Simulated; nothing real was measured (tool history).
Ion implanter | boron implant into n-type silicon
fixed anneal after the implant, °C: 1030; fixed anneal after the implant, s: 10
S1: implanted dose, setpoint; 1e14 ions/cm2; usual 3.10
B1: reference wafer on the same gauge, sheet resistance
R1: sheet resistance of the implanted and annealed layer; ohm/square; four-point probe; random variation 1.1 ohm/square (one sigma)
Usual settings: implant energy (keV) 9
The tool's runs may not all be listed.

Run 1, hour 0.0: usual settings; B1 347.07. Result: R1 382.05 ohm/square.
Run 2, hour 56.1: usual settings; B1 347.07. Result: R1 382.96 ohm/square.
Run 3, hour 91.1: usual settings but S1 2.55 1e14 ions/cm2; B1 346.91. Result: R1 449.81 ohm/square.
Run 4, hour 109.8: usual settings but S1 2.55 1e14 ions/cm2; B1 347.14. Result: R1 451.12 ohm/square.
Run 5, hour 126.5: usual settings; B1 347.02. Result: R1 382.04 ohm/square.
Run 6, hour 155.9: usual settings; B1 346.93. Result: R1 381.95 ohm/square.
At hour 180.5: Faraday cup replaced and dose calibrated.
Run 7, hour 189.9: usual settings but implant energy (keV) 10; B1 347.13. Result: R1 363.33 ohm/square.
Run 8, hour 216.8: usual settings but implant energy (keV) 10; B1 347.36. Result: R1 361.57 ohm/square.
Run 9, hour 277.2: usual settings but S1 3.35 1e14 ions/cm2; B1 346.89. Result: R1 344.00 ohm/square.
Run 10, hour 295.8: usual settings but S1 2.51 1e14 ions/cm2; B1 347.25. Result: R1 442.34 ohm/square.
At hour 298.1: gauge calibrated.
At hour 305.9: extraction supply calibrated.
Run 11, hour 310.9: usual settings; B1 347.22. Result: R1 371.80 ohm/square.
Run 12, hour 335.6: usual settings but S1 3.47 1e14 ions/cm2, implant energy (keV) 11; B1 346.70. Result: R1 330.46 ohm/square.
Run 13, hour 370.6: usual settings but implant energy (keV) 12; B1 346.85. Result: R1 358.09 ohm/square.
Run 14, hour 387.2: usual settings but S1 3.47 1e14 ions/cm2, implant energy (keV) 11; B1 347.05. Result: R1 330.37 ohm/square.
Run 15, hour 411.3: usual settings but S1 3.91 1e14 ions/cm2; B1 347.06. Result: R1 306.02 ohm/square.

Forecast run 16:
Run 16, hour 436.7: usual settings but S1 2.55 1e14 ions/cm2; B1 ?. Result: R1 ?.

{"run 16": {"B1": 347.03, "R1": 438.22}}
Without the tool's hidden state the same run would have given R1 429.98 ohm/square.
